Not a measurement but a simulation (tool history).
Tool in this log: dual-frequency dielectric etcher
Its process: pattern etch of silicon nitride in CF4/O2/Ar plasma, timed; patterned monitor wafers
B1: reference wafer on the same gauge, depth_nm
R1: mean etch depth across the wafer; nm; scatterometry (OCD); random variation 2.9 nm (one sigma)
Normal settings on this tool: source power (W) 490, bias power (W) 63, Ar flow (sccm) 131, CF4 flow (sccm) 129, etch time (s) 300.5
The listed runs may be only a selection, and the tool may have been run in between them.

Run 1, day 0: usual settings; B1 680. Result: R1 600.7 nm.
At day 2.096: wet clean of the chamber.
Run 2, day 2.117: usual settings but Ar flow (sccm) 115; B1 680.1. Result: R1 611 nm.
At day 2.679: CF4 flow controller replaced.
Run 3, day 4.692: usual settings but Ar flow (sccm) 115; B1 679.6. Result: R1 611 nm.
Run 4, day 5.912: usual settings; B1 680.3. Result: R1 605.6 nm.
Run 5, day 8.175: usual settings; B1 680.4. Result: R1 603.6 nm.
Run 6, day 10.871: usual settings; B1 679.8. Result: R1 600.4 nm.
Run 7, day 13.558: usual settings; B1 680.4. Result: R1 600.6 nm.
At day 15.467: source power generator calibrated.
At day 16.629: upper electrode replaced.
Run 8, day 16.65: usual settings; B1 680.4. Result: R1 607.8 nm.
Run 9, day 16.867: usual settings but bias power (W) 57, etch time (s) 387; B1 680.1. Result: R1 739 nm.
Run 10, day 18.658: usual settings; B1 680.2. Result: R1 608.2 nm.
At day 19.717: gauge calibrated.
Run 11, day 19.804: usual settings but bias power (W) 75, CF4 flow (sccm) 137, etch time (s) 212.5; B1 680.9. Result: R1 474 nm.
Run 12, day 21.025: usual settings but bias power (W) 72, CF4 flow (sccm) 106; B1 680.1. Result: R1 629.6 nm.
At day 23.721: wet clean of the chamber.
Run 13, day 23.938: usual settings; B1 680.1. Result: R1 606.8 nm.
At day 26.512: Ar flow controller replaced.
Run 14, day 26.646: usual settings but bias power (W) 69, Ar flow (sccm) 99; B1 680.7. Result: R1 649.6 nm.
Run 15, day 29.467: usual settings but Ar flow (sccm) 149; B1 680.1. Result: R1 603.5 nm.
At day 30.912: bias power generator calibrated.
Run 16, day 31.912: usual settings but source power (W) 390, Ar flow (sccm) 156, CF4 flow (sccm) 108; B1 679.1. Result: R1 494.6 nm.
Run 17, day 33.329: usual settings; B1 680.5. Result: R1 596.2 nm.
Run 18, day 38.454: usual settings but CF4 flow (sccm) 151, etch time (s) 240; B1 680.1. Result: R1 485.6 nm.
Run 19, day 42.058: usual settings but source power (W) 600, Ar flow (sccm) 104; B1 679.6. Result: R1 695.3 nm.
At day 43.662: wet clean of the chamber.
Run 20, day 43.683: usual settings but source power (W) 430, bias power (W) 49, CF4 flow (sccm) 142; B1 679.8. Result: R1 489.2 nm.
Run 21, day 45.871: usual settings but bias power (W) 72, CF4 flow (sccm) 106; B1 679.3. Result: R1 623.4 nm.
Run 22, day 47.538: usual settings but CF4 flow (sccm) 138; B1 680.4. Result: R1 595.3 nm.

3 ways to go on from here, each from the tool as it stands after run 22. What would each give?
Run A, day 47.558: usual settings but source power (W) 380; B1 ?. Result: R1 ?.
Run B, day 47.558: usual settings but source power (W) 530, bias power (W) 72, Ar flow (sccm) 139, etch time (s) 255.5; B1 ?. Result: R1 ?.
Run C, day 47.558: usual settings but Ar flow (sccm) 146; B1 ?. Result: R1 ?.

run     B1     R1
  A  679.9  506.8
  B  679.9    570
  C  679.9  590.9
Without the tool's hidden state the same runs would have given:
run     R1
  A  507.1
  B  570.3
  C  591.2
